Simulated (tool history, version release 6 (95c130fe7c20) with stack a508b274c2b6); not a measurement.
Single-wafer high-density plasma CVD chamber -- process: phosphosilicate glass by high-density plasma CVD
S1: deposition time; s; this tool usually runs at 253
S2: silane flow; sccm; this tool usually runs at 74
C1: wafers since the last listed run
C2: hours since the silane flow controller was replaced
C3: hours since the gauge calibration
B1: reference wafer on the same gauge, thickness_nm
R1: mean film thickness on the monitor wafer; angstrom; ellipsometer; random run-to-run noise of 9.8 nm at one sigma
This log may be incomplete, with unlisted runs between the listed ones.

run    hour   S1  S2    C1      C2      C3        B1        R1
  1     0.0  218  79     0  1355.2    90.8  1845.648  15350.31
  2    44.1  253  68   303  1399.3   134.9  1843.520  15858.08
  3    89.3  253  68   311  1444.5   180.1  1845.068  15813.66
  4   157.7  253  68   470  1512.9   248.5  1836.055  15661.32
  5   187.0  253  74   201  1542.2   277.8  1839.491  16825.52
  6   246.7  253  74   411  1601.9   337.5  1839.932  16923.03
  7   285.0  253  74   263  1640.2   375.8  1837.932  16759.02
  8   317.9  291  74   226  1673.1   408.7  1840.473  19364.13
  9   350.7  253  74   225  1705.9   441.5  1841.184  16617.07
 10   522.1  253  74  1180  1877.3   612.9  1839.251  16860.15
 11   553.3  253  74   214  1908.5   644.1  1840.827  16453.44
 12   603.2  274  68   343  1958.4   694.0  1838.178  16766.45
 13   814.6  253  74  1455  2169.8   905.4  1841.160  16329.07
 14   880.9  253  74   456  2236.1   971.7  1838.295  16254.42
 15   951.3  253  74   484  2306.5  1042.1  1833.618  16394.71
 16  1000.0  253  74   335  2355.2  1090.8  1841.205  16387.19
     1073.9  -- gauge calibrated
 17  1125.3  253  74   862  2480.5    51.4  1839.998  16167.30
 18  1171.8  253  74   320  2527.0    97.9  1841.386  16238.41
 19  1229.1  253  74   394  2584.3   155.2  1837.278  16051.38
     1239.7  -- silane flow controller replaced
 20  1292.0  274  68   377    52.3   218.1  1834.489  17639.58
 21  1322.3  210  70   208    82.6   248.4  1838.162  13622.16
 22  1377.4  253  74   379   137.7   303.5  1838.206  17180.13
 23  1431.3  215  88   371   191.6   357.4  1843.136  16675.55
 24  1625.6  217  74  1337   385.9   551.7  1832.146  14770.14
 25  1687.6  253  74   426   447.9   613.7  1839.851  17311.83
 26  1871.5  253  74  1266   631.8   797.6  1839.972  17233.09
 27  1907.8  288  69   249   668.1   833.9  1843.719  18361.00
 28  2010.5  253  74   707   770.8   936.6  1839.735  17164.44
 29  2052.4  253  60   288   812.7   978.5  1844.248  14634.38
 30  2095.1  234  74   293   855.4  1021.2  1837.973  15816.04
 31  2159.1  290  87   440   919.4  1085.2  1840.998  22238.19
 32  2189.1  271  74   206   949.4  1115.2  1842.523  18412.37
 33  2232.5  253  74   298   992.8  1158.6  1837.569  16995.72
     2263.5  -- gauge calibrated
 34  2286.5  238  74   371  1046.8    23.0  1835.284  16016.26
 35  2326.3  281  83   274  1086.6    62.8  1839.265  20791.17
 36  2385.8  253  74   409  1146.1   122.3  1838.720  17085.14
 37  2453.2  221  74   464  1213.5   189.7  1835.018  15068.67
 38  2494.0  253  74   280  1254.3   230.5  1840.267  16973.63
 39  2537.3  279  87   298  1297.6   273.8  1841.090  21227.45

Give the tool's hidden conditions for every run:
gauge reads high (%): 0, the same for each run
H1: delivered silane flow above the setpoint (%)
run        H1
  1     -2.06
  2      -2.2
  3     -2.34
  4     -2.57
  5     -2.67
  6     -2.88
  7     -3.02
  8     -3.14
  9     -3.26
 10     -3.95
 11     -4.08
 12     -4.29
 13     -5.27
 14     -5.59
 15     -5.95
 16      -6.2
 17     -6.88
 18     -7.14
 19     -7.47
 20     0.435
 21     0.431
 22     0.417
 23     0.397
 24     0.272
 25     0.215
 26  -0.00704
 27   -0.0597
 28    -0.225
 29    -0.299
 30    -0.378
 31    -0.505
 32    -0.567
 33    -0.661
 34    -0.784
 35    -0.879
 36     -1.03
 37      -1.2
 38     -1.32
 39     -1.44
